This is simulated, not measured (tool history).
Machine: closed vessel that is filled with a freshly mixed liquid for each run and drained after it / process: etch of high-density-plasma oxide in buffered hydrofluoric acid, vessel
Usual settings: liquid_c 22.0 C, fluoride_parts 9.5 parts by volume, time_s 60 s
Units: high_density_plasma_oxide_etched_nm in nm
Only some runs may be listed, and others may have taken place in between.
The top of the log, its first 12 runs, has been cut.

run   hour  liquid_c  fluoride_parts  time_s  read-back film thickness of the high-density-plasma oxide reference wafer, read on the same gauge (nm)  high_density_plasma_oxide_etched_nm
 13  139.3      18.5             8.0      60                                                                                                  130.01                                67.07
 14  147.0      22.0             6.0      70                                                                                                  129.99                               128.45
 15  155.6      22.0             9.5      60                                                                                                  130.01                                70.53
 16  162.8      20.0             7.5      45                                                                                                  130.00                                57.87
 17  170.7      19.0            12.0      80                                                                                                  130.00                                63.59
     175.2  -- gauge calibrated
 18  179.3      18.5             9.5      45                                                                                                  130.01                                43.83
     180.4  -- thermometer replaced
 19  192.0      22.0             7.5      90                                                                                                  129.99                               110.51
 20  198.6      22.0            11.0      85                                                                                                  130.00                                75.05
 21  231.3      22.0             9.5      40                                                                                                  130.00                                40.51
     243.3  -- hydrofluoric acid flow meter replaced
 22  243.8      25.5             9.5      85                                                                                                  130.01                               118.30
 23  249.5      20.0            12.5      60                                                                                                  130.00                                47.75
 24  264.3      22.0             9.5      90                                                                                                  129.98                               103.48
 25  280.8      26.5             8.0      60                                                                                                  130.01                               102.70
 26  289.1      22.0             9.5      60                                                                                                  130.00                                68.45
 27  295.7      26.0            10.5      60                                                                                                  130.01                                78.82
 28  312.6      22.0             9.5      50                                                                                                  130.01                                57.46
 29  325.0      22.0             9.5      60                                                                                                  129.99                                68.86
 30  332.0      24.0             6.0      50                                                                                                  129.97                                98.69

Each row is a separate what-if for the run after 30, all from the same tool condition, not one after another. Results?
  A  332.7      22.0             9.5      60                                                                                                       ?                                    ?
  B  332.7      20.5             8.0      60                                                                                                       ?                                    ?
  C  332.7      24.0             7.5      75                                                                                                       ?                                    ?
  D  332.7      19.5             6.5      50                                                                                                       ?                                    ?
  E  332.7      18.0             7.0      35                                                                                                       ?                                    ?

run  read-back film thickness of the high-density-plasma oxide reference wafer, read on the same gauge (nm)  high_density_plasma_oxide_etched_nm
  A                                                                                                  130.01                                68.66
  B                                                                                                  130.01                                73.85
  C                                                                                                  130.01                               119.98
  D                                                                                                  130.01                                71.91
  E                                                                                                  130.01                                43.26
Without the tool's unlogged condition, the same runs would have read:
run  high_density_plasma_oxide_etched_nm
  A                                67.81
  B                                73.35
  C                               119.23
  D                                71.22
  E                                42.95
